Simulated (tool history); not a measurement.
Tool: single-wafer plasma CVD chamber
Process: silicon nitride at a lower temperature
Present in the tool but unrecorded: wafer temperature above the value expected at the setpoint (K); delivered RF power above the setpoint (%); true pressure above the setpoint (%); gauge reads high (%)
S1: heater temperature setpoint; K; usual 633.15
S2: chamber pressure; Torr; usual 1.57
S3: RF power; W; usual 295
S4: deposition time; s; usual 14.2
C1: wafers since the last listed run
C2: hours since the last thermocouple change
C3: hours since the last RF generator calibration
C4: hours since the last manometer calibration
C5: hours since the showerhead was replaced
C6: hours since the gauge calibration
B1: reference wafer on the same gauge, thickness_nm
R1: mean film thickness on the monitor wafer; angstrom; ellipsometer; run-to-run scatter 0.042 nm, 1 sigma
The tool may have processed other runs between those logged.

{"run": 1, "day": 0.0, "S1": 633.15, "S2": 1.57, "S3": 295, "S4": 14.2, "C1": 0, "C2": 1475.3, "C3": 1083.6, "C4": 905.4, "C5": 4933.5, "C6": 56.2, "B1": 13.102, "R1": 150.28}
{"run": 2, "day": 0.738, "S1": 633.15, "S2": 1.57, "S3": 295, "S4": 14.2, "C1": 518, "C2": 1493, "C3": 1101.3, "C4": 923.1, "C5": 4951.2, "C6": 73.9, "B1": 13.108, "R1": 149.79}
{"run": 3, "day": 1.221, "S1": 633.15, "S2": 1.57, "S3": 295, "S4": 14.2, "C1": 340, "C2": 1504.6, "C3": 1112.9, "C4": 934.7, "C5": 4962.8, "C6": 85.5, "B1": 13.105, "R1": 148.97}
{"run": 4, "day": 1.658, "S1": 633.15, "S2": 1.57, "S3": 295, "S4": 14.2, "C1": 307, "C2": 1515.1, "C3": 1123.4, "C4": 945.2, "C5": 4973.3, "C6": 96, "B1": 13.099, "R1": 149.72}
{"run": 5, "day": 2.221, "S1": 633.15, "S2": 1.57, "S3": 295, "S4": 14.2, "C1": 395, "C2": 1528.6, "C3": 1136.9, "C4": 958.7, "C5": 4986.8, "C6": 109.5, "B1": 13.096, "R1": 149.77}
{"day": 2.942, "done": "capacitance manometer re-zeroed and calibrated"}
{"run": 6, "day": 2.962, "S1": 633.15, "S2": 1.57, "S3": 295, "S4": 14.2, "C1": 287, "C2": 1546.4, "C3": 1154.7, "C4": 0.5, "C5": 5004.6, "C6": 127.3, "B1": 13.104, "R1": 149.03}
{"day": 3.342, "done": "showerhead replaced"}
{"run": 7, "day": 3.362, "S1": 633.15, "S2": 1.68, "S3": 295, "S4": 14.2, "C1": 46, "C2": 1556, "C3": 1164.3, "C4": 10.1, "C5": 0.5, "C6": 136.9, "B1": 13.101, "R1": 151.76}
{"day": 3.988, "done": "thermocouple changed; heater temperature recalibrated"}
{"run": 8, "day": 4.008, "S1": 633.15, "S2": 1.68, "S3": 295, "S4": 14.2, "C1": 219, "C2": 0.5, "C3": 1179.8, "C4": 25.6, "C5": 16, "C6": 152.4, "B1": 13.098, "R1": 152.11}
{"run": 9, "day": 4.112, "S1": 643.15, "S2": 1.9, "S3": 340, "S4": 16.5, "C1": 73, "C2": 3, "C3": 1182.3, "C4": 28.1, "C5": 18.5, "C6": 154.9, "B1": 13.102, "R1": 206.63}
{"run": 10, "day": 4.638, "S1": 633.15, "S2": 1.38, "S3": 295, "S4": 15.4, "C1": 369, "C2": 15.6, "C3": 1194.9, "C4": 40.7, "C5": 31.1, "C6": 167.5, "B1": 13.105, "R1": 152.43}
{"run": 11, "day": 5.008, "S1": 633.15, "S2": 1.57, "S3": 295, "S4": 15.4, "C1": 260, "C2": 24.5, "C3": 1203.8, "C4": 49.6, "C5": 40, "C6": 176.4, "B1": 13.102, "R1": 160.27}
{"day": 5.292, "done": "gauge calibrated"}
{"day": 5.342, "done": "RF generator calibrated"}
{"run": 12, "day": 5.696, "S1": 633.15, "S2": 1.57, "S3": 295, "S4": 15.4, "C1": 249, "C2": 41, "C3": 8.5, "C4": 66.1, "C5": 56.5, "C6": 9.7, "B1": 13.104, "R1": 175.36}
{"run": 13, "day": 6.162, "S1": 633.15, "S2": 1.19, "S3": 295, "S4": 14.2, "C1": 328, "C2": 52.2, "C3": 19.7, "C4": 77.3, "C5": 67.7, "C6": 20.9, "B1": 13.099, "R1": 145.02}
{"run": 14, "day": 6.625, "S1": 633.15, "S2": 1.35, "S3": 345, "S4": 14.2, "C1": 325, "C2": 63.3, "C3": 30.8, "C4": 88.4, "C5": 78.8, "C6": 32, "B1": 13.099, "R1": 174.17}
{"run": 15, "day": 7.296, "S1": 637.15, "S2": 1.18, "S3": 295, "S4": 14.2, "C1": 471, "C2": 79.4, "C3": 46.9, "C4": 104.5, "C5": 94.9, "C6": 48.1, "B1": 13.102, "R1": 144.75}
{"run": 16, "day": 7.85, "S1": 633.15, "S2": 1.57, "S3": 295, "S4": 14.2, "C1": 389, "C2": 92.7, "C3": 60.2, "C4": 117.8, "C5": 108.2, "C6": 61.4, "B1": 13.101, "R1": 161.58}

Hidden state, per run?
wafer temperature above the value expected at the setpoint (K): 0 on each run
true pressure above the setpoint (%): 0 on each run
gauge reads high (%): 0 on each run
H1: delivered RF power above the setpoint (%)
run=1 H1=-8.3
run=2 H1=-8.53
run=3 H1=-8.69
run=4 H1=-8.83
run=5 H1=-9.01
run=6 H1=-9.25
run=7 H1=-9.38
run=8 H1=-9.6
run=9 H1=-9.63
run=10 H1=-9.81
run=11 H1=-9.94
run=12 H1=-0.759
run=13 H1=-0.761
run=14 H1=-0.764
run=15 H1=-0.772
run=16 H1=-0.78
